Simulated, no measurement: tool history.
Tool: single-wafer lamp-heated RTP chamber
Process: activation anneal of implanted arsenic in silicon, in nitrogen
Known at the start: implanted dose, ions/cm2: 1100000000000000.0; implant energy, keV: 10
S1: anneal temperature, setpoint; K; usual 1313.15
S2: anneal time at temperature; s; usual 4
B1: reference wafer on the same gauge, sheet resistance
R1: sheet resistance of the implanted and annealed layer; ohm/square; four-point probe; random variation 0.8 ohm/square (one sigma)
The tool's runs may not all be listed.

run   hour       S1  S2      B1      R1
  1      0  1313.15   4  166.24   161.3
         4  -- reflector plate cleaned
      69.8  -- pyrometer window cleaned and pyrometer calibrated
  2   70.3  1313.15   4  165.98  166.68
  3  104.3  1313.15   4  165.94  166.64
  4  131.6  1313.15   4  166.02   164.2
  5    170  1313.15   4  165.85  164.51
  6  241.8  1313.15   4  166.04  164.11
  7  270.2  1313.15   5   165.9  157.36
     315.4  -- pyrometer window cleaned and pyrometer calibrated
     329.4  -- reflector plate cleaned
  8  329.9  1291.15   3  166.18   187.7
  9  355.9  1291.15   3  166.13  185.23
     362.6  -- gauge calibrated
 10  400.3  1291.15   3  166.04  187.39
 11  454.7  1313.15   4  166.01  166.46
 12  490.5  1339.15   6   165.9  140.03
     505.5  -- pyrometer window cleaned and pyrometer calibrated
 13    529  1285.15   3  165.97  188.44
 14  565.7  1313.15   4  165.71  163.39

Forecast run 15:
 15  631.1  1335.15   6   ?   ?

{"run 15": {"B1": 166.1, "R1": 140.5}}
Without the tool's hidden state the same run would have given R1 144.25 ohm/square.
